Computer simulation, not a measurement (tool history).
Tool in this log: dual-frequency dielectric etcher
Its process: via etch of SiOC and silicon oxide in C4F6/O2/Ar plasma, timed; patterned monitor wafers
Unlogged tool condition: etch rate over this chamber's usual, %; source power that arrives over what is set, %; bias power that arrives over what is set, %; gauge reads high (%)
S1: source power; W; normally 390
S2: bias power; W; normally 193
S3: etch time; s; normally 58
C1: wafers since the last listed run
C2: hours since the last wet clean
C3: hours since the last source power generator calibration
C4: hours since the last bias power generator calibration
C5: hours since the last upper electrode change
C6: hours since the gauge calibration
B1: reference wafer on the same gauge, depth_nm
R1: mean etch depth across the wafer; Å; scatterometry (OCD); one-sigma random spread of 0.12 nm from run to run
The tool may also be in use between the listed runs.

run     day   S1   S2  S3    C1     C2      C3      C4      C5     C6    B1   R1
  1   0.000  390  193  58     0   33.0  2623.9  2821.2  2579.0   95.7  70.3  699
  2   2.729  390  193  58   499   98.5  2689.4  2886.7  2644.5  161.2  70.3  698
  3   9.133  390  193  58  1173  252.2  2843.1  3040.4  2798.2  314.9  70.3  697
  4  10.821  390  193  58   309  292.7  2883.6  3080.9  2838.7  355.4  70.3  698
  5  12.967  390  193  58   393  344.2  2935.1  3132.4  2890.2  406.9  70.3  697
  6  15.779  390  193  58   515  411.7  3002.6  3199.9  2957.7  474.4  70.3  697
     17.004  -- wet clean of the chamber
  7  18.562  390  193  58   326   37.4  3069.4  3266.7  3024.5  541.2  70.3  699
  8  19.600  390  193  58   190   62.3  3094.3  3291.6  3049.4  566.1  70.3  700
     21.288  -- bias power generator calibrated
  9  22.062  390  210  67   420  121.4  3153.4    18.6  3108.5  625.2  70.3  847
 10  24.021  390  230  58   358  168.4  3200.4    65.6  3155.5  672.2  70.3  760
 11  25.338  390  230  58   241  200.0  3232.0    97.2  3187.1  703.8  70.3  761
 12  28.233  390  193  58   530  269.5  3301.5   166.7  3256.6  773.3  70.3  713
 13  31.092  350  193  75   523  338.1  3370.1   235.3  3325.2  841.9  70.3  884
     32.054  -- gauge calibrated
     32.596  -- wet clean of the chamber
 14  33.279  390  193  58   217   16.4  3422.6   287.8  3377.7   29.4  70.3  711

Run 15 has not been measured yet. What should we expect?
     35.608  -- source power generator calibrated
 15  36.058  390  193  66  478  83.1  10.8  354.5  3444.4  96.1   ?   ?

{"run 15": {"B1": 70.3, "R1": 796}}
Take away the tool's hidden state, keep the run-to-run variation as it was, and the same run would have given R1 795 Å.
